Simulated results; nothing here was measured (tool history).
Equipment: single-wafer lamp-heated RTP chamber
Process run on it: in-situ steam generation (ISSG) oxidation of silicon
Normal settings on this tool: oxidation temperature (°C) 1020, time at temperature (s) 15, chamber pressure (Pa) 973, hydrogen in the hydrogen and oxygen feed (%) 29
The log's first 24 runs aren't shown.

| run | hour | oxidation temperature (°C) | time at temperature (s) | chamber pressure (Pa) | hydrogen in the hydrogen and oxygen feed (%) | read-back reference wafer on the same gauge, thickness | oxide thickness on the monitor wafer (Å) |
|---|---|---|---|---|---|---|---|
| 25 | 1196.6 | 1020 | 15 | 973 | 29 | 4.331 | 48.99 |
| 26 | 1263.2 | 1025 | 15 | 973 | 29 | 4.323 | 50.22 |
|  | 1283.4 | pyrometer window cleaned and pyrometer calibrated |
| 27 | 1325.2 | 1020 | 15 | 1120 | 29 | 4.323 | 48.17 |
| 28 | 1381.3 | 1038 | 15 | 920 | 29 | 4.324 | 52.73 |
| 29 | 1445.1 | 1020 | 15 | 973 | 21 | 4.328 | 44.33 |
| 30 | 1495.3 | 1020 | 9 | 973 | 25 | 4.339 | 37.36 |
| 31 | 1521.2 | 1020 | 15 | 1040 | 29 | 4.337 | 48.75 |
| 32 | 1546.9 | 1020 | 15 | 973 | 29 | 4.329 | 49.2 |

Branching from run 32: 3 alternative next runs. What would each branch give?
| A | 1547.3 | 1020 | 19 | 973 | 29 | ? | ? |
| B | 1547.3 | 1005 | 10 | 973 | 29 | ? | ? |
| C | 1547.3 | 1014 | 19 | 973 | 29 | ? | ? |

| run | read-back reference wafer on the same gauge, thickness | oxide thickness on the monitor wafer (Å) |
|---|---|---|
| A | 4.332 | 54.29 |
| B | 4.332 | 38.4 |
| C | 4.332 | 52.83 |
What these runs would have given with no unlogged condition in the tool:
| run | oxide thickness on the monitor wafer (Å) |
|---|---|
| A | 53.49 |
| B | 37.98 |
| C | 52.08 |
